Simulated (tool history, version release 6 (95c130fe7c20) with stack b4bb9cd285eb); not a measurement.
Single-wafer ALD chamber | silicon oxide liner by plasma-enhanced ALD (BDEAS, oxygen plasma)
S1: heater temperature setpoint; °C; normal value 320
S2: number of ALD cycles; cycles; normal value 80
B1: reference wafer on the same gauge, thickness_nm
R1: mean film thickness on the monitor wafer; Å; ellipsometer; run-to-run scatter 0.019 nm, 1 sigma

run   hour   S1  S2     B1     R1
  1      0  320  80  8.874  77.87
  2   19.3  320  80  8.876   77.8
  3   50.2  320  80  8.874  78.01
  4  104.4  320  80  8.891  78.38
  5  116.9  320  80  8.892  77.94
  6  140.4  328  86  8.891  82.53
  7  160.9  328  86  8.895  82.73
  8  177.2  320  80  8.894   77.7
  9    192  320  80  8.897  77.92
 10  222.8  320  80  8.904  77.78
 11  246.4  320  80  8.911  78.27
 12  258.6  320  80  8.908  77.91
 13    292  320  80  8.911  78.26
 14  306.8  320  80  8.913  77.78
 15  326.5  310  80  8.922  79.48
     337.1  -- thermocouple changed; heater temperature recalibrated
 16    424  310  80  8.935  79.75
 17  457.7  310  80  8.938  79.56
 18  492.6  320  80  8.942   78.1
 19  527.3  320  80  8.954  78.41
 20    549  327  67  8.961  64.93
     572.9  -- gauge calibrated
 21  584.3  311  80  8.835  78.57
 22  610.6  320  80  8.837  77.77
 23  640.8  320  80  8.845  77.26
 24  672.6  320  90  8.851   87.7
 25  686.2  311  72   8.85  70.82
 26  710.8  308  65  8.854  64.47
 27  726.6  320  80  8.858  78.13
 28  742.7  314  69  8.859  67.65
 29  764.5  309  86  8.867   85.4
 30  777.4  313  91  8.866  89.16
 31  799.5  328  76  8.867  73.08
 32  827.4  307  90  8.878  89.41
 33  845.1  320  80  8.876  77.85
 34  872.2  329  69  8.879  66.26
 35  891.9  320  80  8.883  77.87
 36  909.4  320  80  8.887     78
 37  935.3  311  94   8.89  93.09
 38  952.9  326  72  8.896  69.39

Here are 4 independent what-if runs from the current tool condition. What would each one return?
  A  953.4  314  80   ?   ?
  B  953.4  330  73   ?   ?
  C  953.4  331  84   ?   ?
  D  953.4  320  68   ?   ?

run     B1     R1
  A  8.893  78.91
  B  8.893  70.14
  C  8.893  80.57
  D  8.893  66.42
Without the tool's hidden state the same runs would have given:
run     R1
  A  78.35
  B  69.64
  C     80
  D  65.95
